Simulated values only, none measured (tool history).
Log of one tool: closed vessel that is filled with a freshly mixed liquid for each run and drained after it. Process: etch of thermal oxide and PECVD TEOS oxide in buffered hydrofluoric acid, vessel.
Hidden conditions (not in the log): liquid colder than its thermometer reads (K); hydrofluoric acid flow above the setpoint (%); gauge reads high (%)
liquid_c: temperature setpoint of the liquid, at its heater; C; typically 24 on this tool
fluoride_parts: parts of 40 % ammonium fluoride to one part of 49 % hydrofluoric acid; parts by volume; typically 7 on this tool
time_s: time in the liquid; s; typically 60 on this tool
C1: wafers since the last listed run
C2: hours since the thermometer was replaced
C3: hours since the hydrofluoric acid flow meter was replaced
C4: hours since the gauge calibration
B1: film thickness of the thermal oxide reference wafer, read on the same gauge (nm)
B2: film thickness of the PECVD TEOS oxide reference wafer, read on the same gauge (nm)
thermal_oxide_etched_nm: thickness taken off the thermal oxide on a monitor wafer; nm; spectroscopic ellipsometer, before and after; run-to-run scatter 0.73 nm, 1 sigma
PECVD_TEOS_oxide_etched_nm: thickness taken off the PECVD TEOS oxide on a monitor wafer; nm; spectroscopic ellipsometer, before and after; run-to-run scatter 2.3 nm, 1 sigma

{"run": 1, "hour": 0.0, "liquid_c": 24, "fluoride_parts": 7, "time_s": 75, "C1": 0, "C2": 2480.9, "C3": 969.8, "C4": 775.5, "B1": 62.74, "B2": 83.69, "thermal_oxide_etched_nm": 136.02, "PECVD_TEOS_oxide_etched_nm": 312.08}
{"run": 2, "hour": 22.7, "liquid_c": 24, "fluoride_parts": 7, "time_s": 75, "C1": 1855, "C2": 2503.6, "C3": 992.5, "C4": 798.2, "B1": 62.77, "B2": 83.69, "thermal_oxide_etched_nm": 137.85, "PECVD_TEOS_oxide_etched_nm": 315.28}
{"run": 3, "hour": 41.6, "liquid_c": 24, "fluoride_parts": 7, "time_s": 75, "C1": 1544, "C2": 2522.5, "C3": 1011.4, "C4": 817.1, "B1": 62.77, "B2": 83.7, "thermal_oxide_etched_nm": 138.31, "PECVD_TEOS_oxide_etched_nm": 315.77}
{"run": 4, "hour": 72.9, "liquid_c": 24, "fluoride_parts": 7, "time_s": 60, "C1": 2558, "C2": 2553.8, "C3": 1042.7, "C4": 848.4, "B1": 62.78, "B2": 83.73, "thermal_oxide_etched_nm": 107.76, "PECVD_TEOS_oxide_etched_nm": 253.2}
{"run": 5, "hour": 103.4, "liquid_c": 24, "fluoride_parts": 7, "time_s": 60, "C1": 2492, "C2": 2584.3, "C3": 1073.2, "C4": 878.9, "B1": 62.82, "B2": 83.75, "thermal_oxide_etched_nm": 108.18, "PECVD_TEOS_oxide_etched_nm": 248.43}
{"run": 6, "hour": 168.8, "liquid_c": 24, "fluoride_parts": 7, "time_s": 60, "C1": 5344, "C2": 2649.7, "C3": 1138.6, "C4": 944.3, "B1": 62.86, "B2": 83.82, "thermal_oxide_etched_nm": 107.04, "PECVD_TEOS_oxide_etched_nm": 251.3}
{"run": 7, "hour": 191.5, "liquid_c": 22, "fluoride_parts": 7, "time_s": 85, "C1": 1855, "C2": 2672.4, "C3": 1161.3, "C4": 967, "B1": 62.86, "B2": 83.87, "thermal_oxide_etched_nm": 139.12, "PECVD_TEOS_oxide_etched_nm": 323.5}
{"run": 8, "hour": 222.3, "liquid_c": 19, "fluoride_parts": 8.5, "time_s": 60, "C1": 2517, "C2": 2703.2, "C3": 1192.1, "C4": 997.8, "B1": 62.88, "B2": 83.87, "thermal_oxide_etched_nm": 66.94, "PECVD_TEOS_oxide_etched_nm": 155.29}
{"run": 9, "hour": 241.8, "liquid_c": 24, "fluoride_parts": 7, "time_s": 60, "C1": 1593, "C2": 2722.7, "C3": 1211.6, "C4": 1017.3, "B1": 62.89, "B2": 83.83, "thermal_oxide_etched_nm": 109.79, "PECVD_TEOS_oxide_etched_nm": 251.77}
{"run": 10, "hour": 268.9, "liquid_c": 26.5, "fluoride_parts": 6, "time_s": 40, "C1": 2214, "C2": 2749.8, "C3": 1238.7, "C4": 1044.4, "B1": 62.92, "B2": 83.84, "thermal_oxide_etched_nm": 94.23, "PECVD_TEOS_oxide_etched_nm": 218.48}
{"run": 11, "hour": 299.8, "liquid_c": 24, "fluoride_parts": 7, "time_s": 60, "C1": 2525, "C2": 2780.7, "C3": 1269.6, "C4": 1075.3, "B1": 62.92, "B2": 83.87, "thermal_oxide_etched_nm": 110.06, "PECVD_TEOS_oxide_etched_nm": 252.38}
{"run": 12, "hour": 314.2, "liquid_c": 22.5, "fluoride_parts": 5.5, "time_s": 60, "C1": 1176, "C2": 2795.1, "C3": 1284, "C4": 1089.7, "B1": 62.92, "B2": 83.92, "thermal_oxide_etched_nm": 123.55, "PECVD_TEOS_oxide_etched_nm": 291.14}
{"hour": 316.0, "done": "gauge calibrated"}
{"hour": 320.7, "done": "hydrofluoric acid flow meter replaced"}
{"hour": 333.8, "done": "thermometer replaced"}
{"run": 13, "hour": 347.9, "liquid_c": 24, "fluoride_parts": 7, "time_s": 60, "C1": 2590, "C2": 14.1, "C3": 27.2, "C4": 31.9, "B1": 60.47, "B2": 80.65, "thermal_oxide_etched_nm": 105.61, "PECVD_TEOS_oxide_etched_nm": 241.97}
{"run": 14, "hour": 363.1, "liquid_c": 28, "fluoride_parts": 7, "time_s": 60, "C1": 1242, "C2": 29.3, "C3": 42.4, "C4": 47.1, "B1": 60.57, "B2": 80.8, "thermal_oxide_etched_nm": 130.14, "PECVD_TEOS_oxide_etched_nm": 296.63}
{"run": 15, "hour": 375.6, "liquid_c": 24, "fluoride_parts": 7, "time_s": 60, "C1": 1021, "C2": 41.8, "C3": 54.9, "C4": 59.6, "B1": 60.67, "B2": 80.94, "thermal_oxide_etched_nm": 104.32, "PECVD_TEOS_oxide_etched_nm": 244.45}
{"run": 16, "hour": 404.3, "liquid_c": 25.5, "fluoride_parts": 5, "time_s": 35, "C1": 2345, "C2": 70.5, "C3": 83.6, "C4": 88.3, "B1": 60.83, "B2": 81.09, "thermal_oxide_etched_nm": 89.18, "PECVD_TEOS_oxide_etched_nm": 201.98}
{"run": 17, "hour": 437.6, "liquid_c": 26.5, "fluoride_parts": 5, "time_s": 85, "C1": 2721, "C2": 103.8, "C3": 116.9, "C4": 121.6, "B1": 61.01, "B2": 81.37, "thermal_oxide_etched_nm": 229.86, "PECVD_TEOS_oxide_etched_nm": 529.62}
{"run": 18, "hour": 456.8, "liquid_c": 24, "fluoride_parts": 7, "time_s": 90, "C1": 1569, "C2": 123, "C3": 136.1, "C4": 140.8, "B1": 61.13, "B2": 81.53, "thermal_oxide_etched_nm": 157.21, "PECVD_TEOS_oxide_etched_nm": 373.5}
{"run": 19, "hour": 476.3, "liquid_c": 19.5, "fluoride_parts": 7, "time_s": 60, "C1": 1593, "C2": 142.5, "C3": 155.6, "C4": 160.3, "B1": 61.23, "B2": 81.62, "thermal_oxide_etched_nm": 83.02, "PECVD_TEOS_oxide_etched_nm": 190.73}
{"run": 20, "hour": 504.5, "liquid_c": 24, "fluoride_parts": 7, "time_s": 60, "C1": 2304, "C2": 170.7, "C3": 183.8, "C4": 188.5, "B1": 61.35, "B2": 81.75, "thermal_oxide_etched_nm": 106.12, "PECVD_TEOS_oxide_etched_nm": 244.85}
{"run": 21, "hour": 520.4, "liquid_c": 20, "fluoride_parts": 7, "time_s": 70, "C1": 1299, "C2": 186.6, "C3": 199.7, "C4": 204.4, "B1": 61.42, "B2": 81.87, "thermal_oxide_etched_nm": 100.43, "PECVD_TEOS_oxide_etched_nm": 230.59}
{"run": 22, "hour": 545.9, "liquid_c": 24, "fluoride_parts": 7, "time_s": 60, "C1": 2083, "C2": 212.1, "C3": 225.2, "C4": 229.9, "B1": 61.54, "B2": 82.06, "thermal_oxide_etched_nm": 106.06, "PECVD_TEOS_oxide_etched_nm": 243.3}
{"run": 23, "hour": 561.4, "liquid_c": 25.5, "fluoride_parts": 10, "time_s": 30, "C1": 1266, "C2": 227.6, "C3": 240.7, "C4": 245.4, "B1": 61.58, "B2": 82.11, "thermal_oxide_etched_nm": 40.99, "PECVD_TEOS_oxide_etched_nm": 93.46}
{"run": 24, "hour": 583.0, "liquid_c": 26.5, "fluoride_parts": 9.5, "time_s": 75, "C1": 1765, "C2": 249.2, "C3": 262.3, "C4": 267, "B1": 61.68, "B2": 82.22, "thermal_oxide_etched_nm": 113.19, "PECVD_TEOS_oxide_etched_nm": 261.62}
{"run": 25, "hour": 612.0, "liquid_c": 27.5, "fluoride_parts": 5, "time_s": 70, "C1": 2370, "C2": 278.2, "C3": 291.3, "C4": 296, "B1": 61.77, "B2": 82.35, "thermal_oxide_etched_nm": 199.32, "PECVD_TEOS_oxide_etched_nm": 466.64}
{"run": 26, "hour": 635.7, "liquid_c": 25.5, "fluoride_parts": 7, "time_s": 35, "C1": 1936, "C2": 301.9, "C3": 315, "C4": 319.7, "B1": 61.83, "B2": 82.45, "thermal_oxide_etched_nm": 68.44, "PECVD_TEOS_oxide_etched_nm": 156.31}

Across each entry between runs, compare the hidden state at the last listed run before it with the hidden state at the first listed run after it:
Between runs 12 and 13: gauge calibrated (hour 316); hydrofluoric acid flow meter replaced (hour 320.7); thermometer replaced (hour 333.8)
  gauge reads high (%): 4.87 -> 0.794
  measured less the result without the state, thermal_oxide_etched_nm: +5.73 -> +0.83 nm; PECVD_TEOS_oxide_etched_nm: +13.52 -> +1.9 nm
